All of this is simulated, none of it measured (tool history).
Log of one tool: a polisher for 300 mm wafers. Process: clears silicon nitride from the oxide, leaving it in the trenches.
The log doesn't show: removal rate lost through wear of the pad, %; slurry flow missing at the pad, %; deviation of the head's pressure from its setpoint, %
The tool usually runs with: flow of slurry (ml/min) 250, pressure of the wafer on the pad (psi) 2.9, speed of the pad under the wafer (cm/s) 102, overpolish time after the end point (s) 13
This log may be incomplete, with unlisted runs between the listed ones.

| run | hour | flow of slurry (ml/min) | pressure of the wafer on the pad (psi) | speed of the pad under the wafer (cm/s) | overpolish time after the end point (s) | wafers since the last listed run | wafers polished on this pad | hours since the slurry nozzle was cleaned | hours since the head pressure was calibrated | incoming thickness of the incoming film, nm | time until the end point was called (s) |
|---|---|---|---|---|---|---|---|---|---|---|---|
| 1 | 0 | 250 | 2.9 | 102 | 13 | 0 | 1034 | 375.5 | 548 | 100.4 | 141.2 |
|  | 2 | worn pad replaced by a new one |
| 2 | 28.8 | 250 | 2.9 | 102 | 13 | 148 | 148 | 404.3 | 576.8 | 100.5 | 139.2 |
| 3 | 63.2 | 250 | 2.9 | 102 | 13 | 190 | 339 | 438.7 | 611.2 | 100.9 | 143.8 |
| 4 | 123.5 | 250 | 2.9 | 102 | 13 | 334 | 674 | 499 | 671.5 | 100.6 | 142.5 |
|  | 186.3 | worn pad replaced by a new one |
| 5 | 194.1 | 250 | 2.9 | 102 | 13 | 369 | 43 | 569.6 | 742.1 | 100 | 144.6 |
| 6 | 233.9 | 250 | 2.9 | 88 | 13 | 220 | 263 | 609.4 | 781.9 | 101 | 163.9 |
|  | 272.1 | slurry nozzle cleaned |
| 7 | 288.7 | 250 | 2.9 | 88 | 13 | 298 | 562 | 16.6 | 836.7 | 101.3 | 156.3 |
| 8 | 353.2 | 280 | 2.9 | 82 | 13 | 357 | 920 | 81.1 | 901.2 | 99.3 | 160.1 |
|  | 377 | worn pad replaced by a new one |
| 9 | 389.7 | 250 | 2.9 | 84 | 13 | 180 | 70 | 117.6 | 937.7 | 101.5 | 164.1 |
| 10 | 428 | 280 | 2.9 | 102 | 13 | 212 | 282 | 155.9 | 976 | 99.1 | 142.2 |
| 11 | 479.7 | 315 | 2.9 | 102 | 18 | 286 | 569 | 207.6 | 1027.7 | 99.6 | 143.7 |
| 12 | 542.2 | 280 | 2.4 | 132 | 17 | 346 | 916 | 270.1 | 1090.2 | 99.8 | 151.5 |
|  | 551.1 | worn pad replaced by a new one |
| 13 | 591 | 330 | 2.2 | 134 | 7 | 248 | 221 | 318.9 | 1139 | 99.9 | 163 |
| 14 | 632.3 | 250 | 2.9 | 102 | 13 | 229 | 450 | 360.2 | 1180.3 | 98.1 | 152.5 |
|  | 641.9 | head pressure recalibrated |
| 15 | 685.1 | 165 | 2.4 | 72 | 9 | 281 | 732 | 413 | 43.2 | 100.2 | 218.2 |
|  | 701 | worn pad replaced by a new one |
| 16 | 711.6 | 250 | 2.9 | 102 | 13 | 124 | 58 | 439.5 | 69.7 | 100.7 | 135.7 |
| 17 | 752.5 | 190 | 2.9 | 102 | 7 | 226 | 285 | 480.4 | 110.6 | 101.2 | 146.5 |
| 18 | 788.4 | 250 | 3.9 | 136 | 10 | 199 | 484 | 516.3 | 146.5 | 101 | 87.7 |
| 19 | 824 | 175 | 2.9 | 66 | 17 | 197 | 682 | 551.9 | 182.1 | 98.8 | 185.9 |
|  | 859.6 | worn pad replaced by a new one |
| 20 | 874.5 | 250 | 2.9 | 102 | 13 | 257 | 82 | 602.4 | 232.6 | 98.9 | 136.2 |

What if the next run were any one of these 3? Each begins from the tool's condition after run 20:
| A | 875 | 250 | 2.9 | 102 | 13 | 2 | 85 | 602.9 | 233.1 | 100.2 | ? |
| B | 875 | 175 | 2.9 | 102 | 8 | 2 | 85 | 602.9 | 233.1 | 100.2 | ? |
| C | 875 | 250 | 2.9 | 138 | 13 | 2 | 85 | 602.9 | 233.1 | 100.2 | ? |

| run | time until the end point was called (s) |
|---|---|
| A | 138 |
| B | 147.9 |
| C | 113.6 |
Had the tool no hidden state, the same runs would have come out as:
| run | time until the end point was called (s) |
|---|---|
| A | 129.5 |
| B | 135.6 |
| C | 106.6 |
